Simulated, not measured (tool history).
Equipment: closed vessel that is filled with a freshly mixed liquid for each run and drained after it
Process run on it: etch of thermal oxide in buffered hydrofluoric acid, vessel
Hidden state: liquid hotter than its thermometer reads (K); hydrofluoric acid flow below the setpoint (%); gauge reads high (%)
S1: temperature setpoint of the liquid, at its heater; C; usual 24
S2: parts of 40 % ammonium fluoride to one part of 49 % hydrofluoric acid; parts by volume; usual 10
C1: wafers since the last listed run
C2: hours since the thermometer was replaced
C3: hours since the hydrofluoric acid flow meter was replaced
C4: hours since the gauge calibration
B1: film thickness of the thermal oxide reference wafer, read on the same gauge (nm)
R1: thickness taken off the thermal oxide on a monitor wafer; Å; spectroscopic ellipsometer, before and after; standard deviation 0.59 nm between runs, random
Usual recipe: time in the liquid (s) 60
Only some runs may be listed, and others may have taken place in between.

run 1 day=0 | S1=27 S2=12 time_in_the_liquid_(s)=60 | C1=0 C2=683.3 C3=348.5 C4=319.9 | B1=40.01 | R1=751.9
run 2 day=4.25 | S1=27 S2=12 time_in_the_liquid_(s)=60 | C1=6618 C2=785.3 C3=450.5 C4=421.9 | B1=40.03 | R1=752.8
-- day=6.025 thermometer replaced
-- day=7.629 hydrofluoric acid flow meter replaced
run 3 day=8.167 | S1=24 S2=10 time_in_the_liquid_(s)=60 | C1=5969 C2=51.4 C3=12.9 C4=515.9 | B1=40.05 | R1=709.6
run 4 day=12.467 | S1=24 S2=10 time_in_the_liquid_(s)=60 | C1=6696 C2=154.6 C3=116.1 C4=619.1 | B1=40.03 | R1=703.6
run 5 day=15.125 | S1=24 S2=10 time_in_the_liquid_(s)=60 | C1=4139 C2=218.4 C3=179.9 C4=682.9 | B1=40.02 | R1=717.4
run 6 day=25.238 | S1=24 S2=10 time_in_the_liquid_(s)=60 | C1=15747 C2=461.1 C3=422.6 C4=925.6 | B1=40.01 | R1=743.5
run 7 day=29.129 | S1=24 S2=10 time_in_the_liquid_(s)=60 | C1=6060 C2=554.5 C3=516 C4=1019 | B1=40 | R1=748.1
-- day=29.658 hydrofluoric acid flow meter replaced
run 8 day=33.1 | S1=24 S2=10 time_in_the_liquid_(s)=60 | C1=6118 C2=649.8 C3=82.6 C4=1114.3 | B1=40.02 | R1=760.6
run 9 day=35.296 | S1=24 S2=8.5 time_in_the_liquid_(s)=60 | C1=3419 C2=702.5 C3=135.3 C4=1167 | B1=39.99 | R1=859.5
run 10 day=38.583 | S1=28 S2=10 time_in_the_liquid_(s)=60 | C1=5119 C2=781.4 C3=214.2 C4=1245.9 | B1=39.95 | R1=959.1
run 11 day=42.575 | S1=28 S2=10 time_in_the_liquid_(s)=60 | C1=6215 C2=877.2 C3=310 C4=1341.7 | B1=40.02 | R1=959.6
-- day=43.208 thermometer replaced
run 12 day=46.267 | S1=28 S2=10 time_in_the_liquid_(s)=60 | C1=5683 C2=73.4 C3=398.6 C4=1430.3 | B1=39.99 | R1=867.2
run 13 day=50.3 | S1=25.5 S2=13.5 time_in_the_liquid_(s)=60 | C1=6280 C2=170.2 C3=495.4 C4=1527.1 | B1=40 | R1=566.2
run 14 day=54.646 | S1=24 S2=7 time_in_the_liquid_(s)=85 | C1=6767 C2=274.5 C3=599.7 C4=1631.4 | B1=40 | R1=1423
-- day=57.346 hydrofluoric acid flow meter replaced
run 15 day=63.683 | S1=24 S2=10 time_in_the_liquid_(s)=60 | C1=14008 C2=491.4 C3=152.1 C4=1848.3 | B1=40.02 | R1=744.9
run 16 day=66.675 | S1=27.5 S2=9 time_in_the_liquid_(s)=50 | C1=4658 C2=563.2 C3=223.9 C4=1920.1 | B1=40 | R1=799.1
run 17 day=71.15 | S1=24 S2=10 time_in_the_liquid_(s)=60 | C1=6968 C2=670.6 C3=331.3 C4=2027.5 | B1=40.03 | R1=753.9
-- day=71.8 gauge calibrated
run 18 day=74.479 | S1=24 S2=10 time_in_the_liquid_(s)=60 | C1=5184 C2=750.5 C3=411.2 C4=64.3 | B1=40.01 | R1=767.4
-- day=74.825 thermometer replaced
run 19 day=76.304 | S1=24 S2=12 time_in_the_liquid_(s)=60 | C1=2777 C2=35.5 C3=455 C4=108.1 | B1=40 | R1=576
run 20 day=77.862 | S1=24 S2=13.5 time_in_the_liquid_(s)=60 | C1=2426 C2=72.9 C3=492.4 C4=145.5 | B1=40 | R1=518.9
run 21 day=81.612 | S1=24 S2=10 time_in_the_liquid_(s)=60 | C1=5839 C2=162.9 C3=582.4 C4=235.5 | B1=40.01 | R1=702.7
-- day=82.492 hydrofluoric acid flow meter replaced
run 22 day=84.325 | S1=20 S2=14 time_in_the_liquid_(s)=35 | C1=4159 C2=228 C3=44 C4=300.6 | B1=39.99 | R1=244.6
run 23 day=93.288 | S1=21 S2=7 time_in_the_liquid_(s)=60 | C1=13956 C2=443.1 C3=259.1 C4=515.7 | B1=40.01 | R1=878.8
run 24 day=97.742 | S1=20 S2=12.5 time_in_the_liquid_(s)=30 | C1=6936 C2=550 C3=366 C4=622.6 | B1=40.01 | R1=239.1
run 25 day=101.221 | S1=24 S2=10 time_in_the_liquid_(s)=60 | C1=5417 C2=633.5 C3=449.5 C4=706.1 | B1=39.99 | R1=757.5

What if the next run were any one of these 5? Each begins from the tool's condition after run 25:
run A day=101.25 | S1=24 S2=10 time_in_the_liquid_(s)=60 | C1=45 C2=634.2 C3=450.2 C4=706.8 | B1=? | R1=?
run B day=101.25 | S1=24 S2=10 time_in_the_liquid_(s)=90 | C1=45 C2=634.2 C3=450.2 C4=706.8 | B1=? | R1=?
run C day=101.25 | S1=21 S2=7 time_in_the_liquid_(s)=35 | C1=45 C2=634.2 C3=450.2 C4=706.8 | B1=? | R1=?
run D day=101.25 | S1=20.5 S2=12.5 time_in_the_liquid_(s)=60 | C1=45 C2=634.2 C3=450.2 C4=706.8 | B1=? | R1=?
run E day=101.25 | S1=24 S2=11.5 time_in_the_liquid_(s)=45 | C1=45 C2=634.2 C3=450.2 C4=706.8 | B1=? | R1=?

run=A B1=40.03 R1=750.8
run=B B1=40.03 R1=1126.2
run=C B1=40.03 R1=521.7
run=D B1=40.03 R1=498.9
run=E B1=40.03 R1=491.5
Stripped of hidden state, with their random variation kept, the same runs would have yielded:
run=A R1=687.3
run=B R1=1031
run=C R1=476.8
run=D R1=455.7
run=E R1=449.9
